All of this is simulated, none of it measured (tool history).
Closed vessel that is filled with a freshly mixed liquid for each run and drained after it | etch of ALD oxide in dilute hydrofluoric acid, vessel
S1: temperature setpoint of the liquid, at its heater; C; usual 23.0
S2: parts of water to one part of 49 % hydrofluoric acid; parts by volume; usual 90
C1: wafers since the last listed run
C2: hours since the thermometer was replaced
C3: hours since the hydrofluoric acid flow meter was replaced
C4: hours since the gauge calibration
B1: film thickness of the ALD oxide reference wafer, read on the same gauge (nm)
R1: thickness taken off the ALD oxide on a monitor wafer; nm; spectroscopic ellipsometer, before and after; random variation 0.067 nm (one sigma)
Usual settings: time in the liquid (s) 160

run 1 hour=0.0 | S1=23.0 S2=90 time_in_the_liquid_(s)=160 | C1=0 C2=193.2 C3=2336.4 C4=2315.0 | B1=139.96 | R1=21.79
run 2 hour=48.2 | S1=23.0 S2=90 time_in_the_liquid_(s)=160 | C1=4776 C2=241.4 C3=2384.6 C4=2363.2 | B1=140.00 | R1=21.89
run 3 hour=103.2 | S1=23.0 S2=90 time_in_the_liquid_(s)=160 | C1=5450 C2=296.4 C3=2439.6 C4=2418.2 | B1=140.05 | R1=21.92
run 4 hour=203.0 | S1=23.0 S2=90 time_in_the_liquid_(s)=160 | C1=9889 C2=396.2 C3=2539.4 C4=2518.0 | B1=140.02 | R1=21.84
-- hour=329.2 hydrofluoric acid flow meter replaced
run 5 hour=470.5 | S1=23.0 S2=90 time_in_the_liquid_(s)=160 | C1=26408 C2=663.7 C3=141.3 C4=2785.5 | B1=140.02 | R1=21.91
run 6 hour=571.6 | S1=23.0 S2=90 time_in_the_liquid_(s)=160 | C1=10018 C2=764.8 C3=242.4 C4=2886.6 | B1=139.99 | R1=21.89
run 7 hour=626.0 | S1=23.0 S2=90 time_in_the_liquid_(s)=160 | C1=5390 C2=819.2 C3=296.8 C4=2941.0 | B1=139.99 | R1=21.81
run 8 hour=671.7 | S1=23.0 S2=90 time_in_the_liquid_(s)=160 | C1=4528 C2=864.9 C3=342.5 C4=2986.7 | B1=140.00 | R1=21.90
-- hour=728.1 thermometer replaced
run 9 hour=733.5 | S1=23.0 S2=90 time_in_the_liquid_(s)=160 | C1=6024 C2=5.4 C3=404.3 C4=3048.5 | B1=140.00 | R1=21.82
run 10 hour=794.8 | S1=23.0 S2=90 time_in_the_liquid_(s)=160 | C1=6074 C2=66.7 C3=465.6 C4=3109.8 | B1=140.02 | R1=21.82
run 11 hour=834.7 | S1=23.0 S2=90 time_in_the_liquid_(s)=160 | C1=3953 C2=106.6 C3=505.5 C4=3149.7 | B1=140.00 | R1=21.80
-- hour=954.6 gauge calibrated
run 12 hour=1022.9 | S1=18.5 S2=80 time_in_the_liquid_(s)=195 | C1=18649 C2=294.8 C3=693.7 C4=68.3 | B1=140.00 | R1=25.24
run 13 hour=1080.7 | S1=21.5 S2=90 time_in_the_liquid_(s)=160 | C1=5727 C2=352.6 C3=751.5 C4=126.1 | B1=140.02 | R1=20.54
run 14 hour=1117.1 | S1=23.0 S2=90 time_in_the_liquid_(s)=160 | C1=3606 C2=389.0 C3=787.9 C4=162.5 | B1=139.99 | R1=21.98
run 15 hour=1214.4 | S1=26.0 S2=115 time_in_the_liquid_(s)=230 | C1=9641 C2=486.3 C3=885.2 C4=259.8 | B1=140.01 | R1=26.95
run 16 hour=1277.7 | S1=23.0 S2=90 time_in_the_liquid_(s)=115 | C1=6272 C2=549.6 C3=948.5 C4=323.1 | B1=139.99 | R1=15.72
run 17 hour=1369.8 | S1=23.0 S2=90 time_in_the_liquid_(s)=160 | C1=9126 C2=641.7 C3=1040.6 C4=415.2 | B1=140.01 | R1=21.93
run 18 hour=1462.5 | S1=18.5 S2=65 time_in_the_liquid_(s)=110 | C1=9185 C2=734.4 C3=1133.3 C4=507.9 | B1=139.98 | R1=17.95
run 19 hour=1548.8 | S1=23.0 S2=90 time_in_the_liquid_(s)=160 | C1=8551 C2=820.7 C3=1219.6 C4=594.2 | B1=140.00 | R1=21.88
run 20 hour=1616.7 | S1=23.0 S2=100 time_in_the_liquid_(s)=240 | C1=6728 C2=888.6 C3=1287.5 C4=662.1 | B1=140.00 | R1=29.28
run 21 hour=1682.0 | S1=18.0 S2=90 time_in_the_liquid_(s)=160 | C1=6470 C2=953.9 C3=1352.8 C4=727.4 | B1=140.01 | R1=17.79
-- hour=1686.6 thermometer replaced
run 22 hour=1733.3 | S1=23.0 S2=90 time_in_the_liquid_(s)=160 | C1=4984 C2=46.7 C3=1404.1 C4=778.7 | B1=139.98 | R1=21.81
run 23 hour=1838.7 | S1=27.0 S2=90 time_in_the_liquid_(s)=160 | C1=10444 C2=152.1 C3=1509.5 C4=884.1 | B1=140.04 | R1=25.73
run 24 hour=1938.4 | S1=19.5 S2=90 time_in_the_liquid_(s)=230 | C1=9879 C2=251.8 C3=1609.2 C4=983.8 | B1=139.98 | R1=27.43
run 25 hour=2026.5 | S1=18.0 S2=90 time_in_the_liquid_(s)=220 | C1=8730 C2=339.9 C3=1697.3 C4=1071.9 | B1=139.96 | R1=24.37
run 26 hour=2085.8 | S1=20.5 S2=70 time_in_the_liquid_(s)=185 | C1=5876 C2=399.2 C3=1756.6 C4=1131.2 | B1=140.00 | R1=30.04
run 27 hour=2185.0 | S1=21.0 S2=90 time_in_the_liquid_(s)=160 | C1=9829 C2=498.4 C3=1855.8 C4=1230.4 | B1=140.00 | R1=20.21
run 28 hour=2233.4 | S1=25.5 S2=60 time_in_the_liquid_(s)=230 | C1=4796 C2=546.8 C3=1904.2 C4=1278.8 | B1=139.98 | R1=54.41
run 29 hour=2315.1 | S1=25.5 S2=70 time_in_the_liquid_(s)=85 | C1=8095 C2=628.5 C3=1985.9 C4=1360.5 | B1=139.98 | R1=16.96
run 30 hour=2360.8 | S1=19.5 S2=90 time_in_the_liquid_(s)=160 | C1=4528 C2=674.2 C3=2031.6 C4=1406.2 | B1=140.02 | R1=19.11
run 31 hour=2403.2 | S1=27.5 S2=90 time_in_the_liquid_(s)=185 | C1=4201 C2=716.6 C3=2074.0 C4=1448.6 | B1=140.03 | R1=30.16
run 32 hour=2501.5 | S1=23.0 S2=65 time_in_the_liquid_(s)=65 | C1=9740 C2=814.9 C3=2172.3 C4=1546.9 | B1=139.98 | R1=12.71
run 33 hour=2550.1 | S1=23.0 S2=90 time_in_the_liquid_(s)=230 | C1=4815 C2=863.5 C3=2220.9 C4=1595.5 | B1=139.99 | R1=31.52
run 34 hour=2591.9 | S1=23.0 S2=90 time_in_the_liquid_(s)=160 | C1=4142 C2=905.3 C3=2262.7 C4=1637.3 | B1=139.98 | R1=21.94

4 ways to go on from here, each from the tool as it stands after run 34. What would each give?
run A hour=2592.6 | S1=26.5 S2=90 time_in_the_liquid_(s)=160 | C1=69 C2=906.0 C3=2263.4 C4=1638.0 | B1=? | R1=?
run B hour=2592.6 | S1=23.0 S2=90 time_in_the_liquid_(s)=200 | C1=69 C2=906.0 C3=2263.4 C4=1638.0 | B1=? | R1=?
run C hour=2592.6 | S1=23.0 S2=70 time_in_the_liquid_(s)=160 | C1=69 C2=906.0 C3=2263.4 C4=1638.0 | B1=? | R1=?
run D hour=2592.6 | S1=21.5 S2=120 time_in_the_liquid_(s)=95 | C1=69 C2=906.0 C3=2263.4 C4=1638.0 | B1=? | R1=?

run=A B1=140.02 R1=25.13
run=B B1=140.02 R1=27.34
run=C B1=140.02 R1=28.83
run=D B1=140.02 R1=8.86
Without the tool's hidden state the same runs would have given:
run=A R1=25.13
run=B R1=27.34
run=C R1=28.83
run=D R1=8.86
